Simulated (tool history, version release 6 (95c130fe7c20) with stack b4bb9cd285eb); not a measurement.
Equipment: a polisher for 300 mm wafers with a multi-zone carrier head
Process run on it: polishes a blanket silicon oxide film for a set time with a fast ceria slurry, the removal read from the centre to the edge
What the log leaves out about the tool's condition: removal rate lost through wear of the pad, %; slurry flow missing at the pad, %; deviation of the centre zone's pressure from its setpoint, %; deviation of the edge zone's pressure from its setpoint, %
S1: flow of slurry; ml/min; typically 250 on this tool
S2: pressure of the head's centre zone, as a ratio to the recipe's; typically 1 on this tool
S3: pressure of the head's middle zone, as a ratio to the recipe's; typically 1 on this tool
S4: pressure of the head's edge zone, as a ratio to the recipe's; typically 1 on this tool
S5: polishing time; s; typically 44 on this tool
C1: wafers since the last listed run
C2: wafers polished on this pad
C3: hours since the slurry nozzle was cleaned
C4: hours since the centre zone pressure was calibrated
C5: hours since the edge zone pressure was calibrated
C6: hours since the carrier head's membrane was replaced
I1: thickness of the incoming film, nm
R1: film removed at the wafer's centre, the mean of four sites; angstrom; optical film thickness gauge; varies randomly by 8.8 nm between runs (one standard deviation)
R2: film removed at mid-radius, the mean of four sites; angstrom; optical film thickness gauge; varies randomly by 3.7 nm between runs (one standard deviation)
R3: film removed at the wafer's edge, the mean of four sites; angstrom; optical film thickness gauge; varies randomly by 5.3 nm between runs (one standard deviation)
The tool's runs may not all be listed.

run	hour	S1	S2	S3	S4	S5	C1	C2	C3	C4	C5	C6	I1	R1	R2	R3
1	0	250	1	1	1	56	0	565	230.8	555.8	197	1862.5	2045.4	7505	7223	7261
2	14.4	250	1	1	1.02	44	175	740	245.2	570.2	211.4	1876.9	2032.9	5386	5422	5560
# hour 28.6: worn pad replaced by a new one
3	31.8	250	1	1	1.02	44	163	39	262.6	587.6	228.8	1894.3	2085.1	6246	6084	6184
4	38.5	250	1	1	1.02	44	81	120	269.3	594.3	235.5	1901	2034.5	6203	6070	6102
5	54	250	1	0.92	1	44	188	309	284.8	609.8	251	1916.5	2082.6	6203	5530	5973
6	62	250	1	1	1	44	97	406	292.8	617.8	259	1924.5	2040.9	6097	5849	5831
7	77.7	250	1	1	1	44	191	597	308.5	633.5	274.7	1940.2	2049.8	5896	5685	5872
8	86.9	250	0.92	1.06	1	44	111	709	317.7	642.7	283.9	1949.4	2040.2	5478	5807	5598
# hour 98.7: worn pad replaced by a new one
9	99.2	250	0.92	1.06	1	44	100	5	330	655	296.2	1961.7	2016.6	5873	6350	6008
10	103.9	250	1	1	1	44	57	62	334.7	659.7	300.9	1966.4	2064.1	6139	5992	6114
11	116	250	1	1	0.89	44	147	209	346.8	671.8	313	1978.5	2036.3	6229	5983	5818
12	129.8	280	1.11	1	0.94	44	167	377	360.6	685.6	326.8	1992.3	2082.6	6438	5961	5892
# hour 132.1: centre zone pressure recalibrated
# hour 140.6: edge zone pressure recalibrated
13	146.8	310	1	0.91	1.06	29	158	536	377.6	14.7	6.2	2009.3	2047.8	3898	3554	3930
14	154.5	310	1	0.91	1.06	29	93	629	385.3	22.4	13.9	2017	2088.2	3908	3446	3891
# hour 161.3: carrier head's membrane replaced by a new one
15	167.7	250	1	1	1	44	99	729	398.5	35.6	27.1	6.4	2040.4	5497	5296	5420
# hour 174.5: slurry nozzle cleaned
# hour 176.1: worn pad replaced by a new one
16	176.6	320	1	1	0.97	44	76	6	2.1	44.5	36	15.3	2063.5	6357	6210	6172
17	191.3	250	0.91	1.09	0.93	37	178	185	16.8	59.2	50.7	30	2043.5	4928	5478	5028
18	204.5	250	0.88	1	0.93	56	160	345	30	72.4	63.9	43.2	2039.8	7231	7606	7364
19	210.6	250	1	1	0.93	44	74	420	36.1	78.5	70	49.3	2026.8	6213	5843	5824
20	222.9	165	1	1.1	1	44	149	569	48.4	90.8	82.3	61.6	2050.8	5632	5877	5619
21	234.4	250	1	1	1	44	139	709	59.9	102.3	93.8	73.1	2045.4	5749	5555	5687
# hour 242.7: worn pad replaced by a new one
22	247.8	250	1	1	1	44	114	62	73.3	115.7	107.2	86.5	2036.2	6433	6053	6026

Some steps in R1, run to run, broken into two amounts with sign: the step expected even without the hidden condition (settings, incoming material, random variation), and the rest, left for the hidden condition together with whatever gauge scatter is not in both the measured and the hidden-condition-free result:
Run 2 -> 3: worn pad replaced by a new one. R1 +860 angstrom: hidden state +593, all else +267.
Run 12 -> 13: S1 280 -> 310, S2 1.11 -> 1, S3 1 -> 0.91, S4 0.94 -> 1.06, S5 44 -> 29, centre zone pressure recalibrated, edge zone pressure recalibrated. R1 -2540 angstrom: hidden state -59, all else -2481.
Run 15 -> 16: S1 250 -> 320, S4 1 -> 0.97, slurry nozzle cleaned, worn pad replaced by a new one. R1 +860 angstrom: hidden state +757, all else +103.
Run 17 -> 18: S2 0.91 -> 0.88, S3 1.09 -> 1, S5 37 -> 56. R1 +2303 angstrom: hidden state -118, all else +2421.
